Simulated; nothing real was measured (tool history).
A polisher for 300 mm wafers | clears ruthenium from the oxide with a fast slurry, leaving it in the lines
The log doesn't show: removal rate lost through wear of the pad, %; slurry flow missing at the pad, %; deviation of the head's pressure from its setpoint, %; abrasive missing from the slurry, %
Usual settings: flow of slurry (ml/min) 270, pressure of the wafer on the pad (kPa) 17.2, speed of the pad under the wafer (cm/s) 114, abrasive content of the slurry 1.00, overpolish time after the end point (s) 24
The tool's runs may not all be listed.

run,day,flow of slurry (ml/min),pressure of the wafer on the pad (kPa),speed of the pad under the wafer (cm/s),abrasive content of the slurry,overpolish time after the end point (s),wafers since the last listed run,wafers polished on this pad,hours since the slurry nozzle was cleaned,hours since the head pressure was calibrated,hours since the slurry blender was calibrated,"incoming thickness of the incoming film, nm",time until the end point was called (s),dishing of a wide line in a test structure (angstrom)
1,0.000,270,17.2,142,1.00,24,0,1194,698.0,404.9,216.3,152.0,29.7,781
# day 5.171: slurry blender recalibrated
# day 5.525: slurry nozzle cleaned
# day 8.150: worn pad replaced by a new one
2,8.933,270,17.2,142,1.00,24,3045,276,81.8,619.3,90.3,149.5,27.7,836
3,10.421,270,17.2,114,1.00,24,524,800,117.5,655.0,126.0,150.8,34.7,691
4,12.192,270,17.2,114,1.00,24,624,1424,160.0,697.5,168.5,148.2,34.7,690
5,15.450,270,17.2,114,1.00,24,1148,2573,238.2,775.7,246.7,149.5,36.3,698
# day 16.375: slurry blender recalibrated
6,16.775,270,17.2,114,1.00,24,437,3010,270.0,807.5,9.6,150.5,36.3,670
7,17.979,270,17.2,114,1.00,24,424,3435,298.9,836.4,38.5,147.5,36.4,678
# day 20.158: worn pad replaced by a new one
8,20.508,270,13.8,114,1.00,24,832,122,359.6,897.1,99.2,153.4,43.9,591
9,22.650,270,17.2,114,1.00,24,754,877,411.0,948.5,150.6,148.6,34.6,685
10,29.508,270,17.2,114,1.00,24,2416,3294,575.6,1113.1,315.2,149.7,37.7,638
# day 30.217: head pressure recalibrated
# day 30.579: slurry blender recalibrated
11,31.733,270,17.2,114,1.00,24,725,4020,629.0,36.4,27.7,148.3,38.0,647
# day 33.342: worn pad replaced by a new one
12,34.242,270,17.2,114,1.00,24,825,317,689.2,96.6,87.9,152.1,37.0,679
13,35.258,270,17.2,114,1.00,24,358,675,713.6,121.0,112.3,150.0,36.5,699
# day 37.658: slurry nozzle cleaned
14,38.250,270,17.2,114,1.10,24,1039,1715,14.2,192.8,184.1,150.0,32.8,716
15,41.150,270,21.4,98,1.00,24,1022,2737,83.8,262.4,253.7,149.9,33.6,720
# day 42.367: slurry blender recalibrated
16,42.558,270,21.4,114,1.00,24,466,3204,117.6,296.2,4.6,150.3,29.5,791
17,43.600,270,17.2,114,1.10,24,367,3571,142.6,321.2,29.6,150.9,34.9,688
18,46.350,200,20.7,114,1.00,24,969,4540,208.6,387.2,95.6,150.2,33.0,730
# day 47.025: worn pad replaced by a new one
19,48.108,270,17.2,114,1.00,24,560,381,250.8,429.4,137.8,150.4,34.8,714
20,49.333,240,17.2,114,0.90,12,431,812,280.2,458.8,167.2,149.9,38.1,367
21,51.625,270,17.2,142,1.00,24,807,1620,335.2,513.8,222.2,152.5,29.2,828
22,53.021,270,17.2,100,1.00,12,491,2112,368.7,547.3,255.7,150.7,41.8,338
23,54.204,270,17.2,114,1.00,24,417,2529,397.1,575.7,284.1,149.9,37.1,676
# day 54.796: slurry blender recalibrated
24,56.162,270,17.2,114,1.15,24,660,3190,444.1,622.7,32.8,151.6,34.0,686
25,57.962,270,17.2,114,1.00,24,634,3824,487.3,665.9,76.0,150.4,37.9,660
# day 59.817: worn pad replaced by a new one
26,59.979,270,17.2,114,1.00,31,651,57,535.7,714.3,124.4,147.3,35.0,853
27,62.429,305,17.2,114,0.85,14,863,920,594.5,773.1,183.2,150.0,38.9,405

5 ways to go on from here, each from the tool as it stands after run 27. What would each give?
A,62.446,180,17.2,114,1.00,24,5,926,594.9,773.5,183.6,151.9,?,?
B,62.446,175,17.2,114,1.00,24,5,926,594.9,773.5,183.6,151.9,?,?
C,62.446,210,21.4,114,1.00,24,5,926,594.9,773.5,183.6,151.9,?,?
D,62.446,270,17.2,114,1.20,24,5,926,594.9,773.5,183.6,151.9,?,?
E,62.446,355,21.4,78,1.00,33,5,926,594.9,773.5,183.6,151.9,?,?

run,time until the end point was called (s),dishing of a wide line in a test structure (angstrom)
A,39.4,649
B,39.7,645
C,30.7,789
D,33.1,745
E,41.4,801
Without the tool's hidden state the same runs would have given:
run,time until the end point was called (s),dishing of a wide line in a test structure (angstrom)
A,36.1,696
B,36.3,693
C,28.4,835
D,31.0,783
E,39.2,833

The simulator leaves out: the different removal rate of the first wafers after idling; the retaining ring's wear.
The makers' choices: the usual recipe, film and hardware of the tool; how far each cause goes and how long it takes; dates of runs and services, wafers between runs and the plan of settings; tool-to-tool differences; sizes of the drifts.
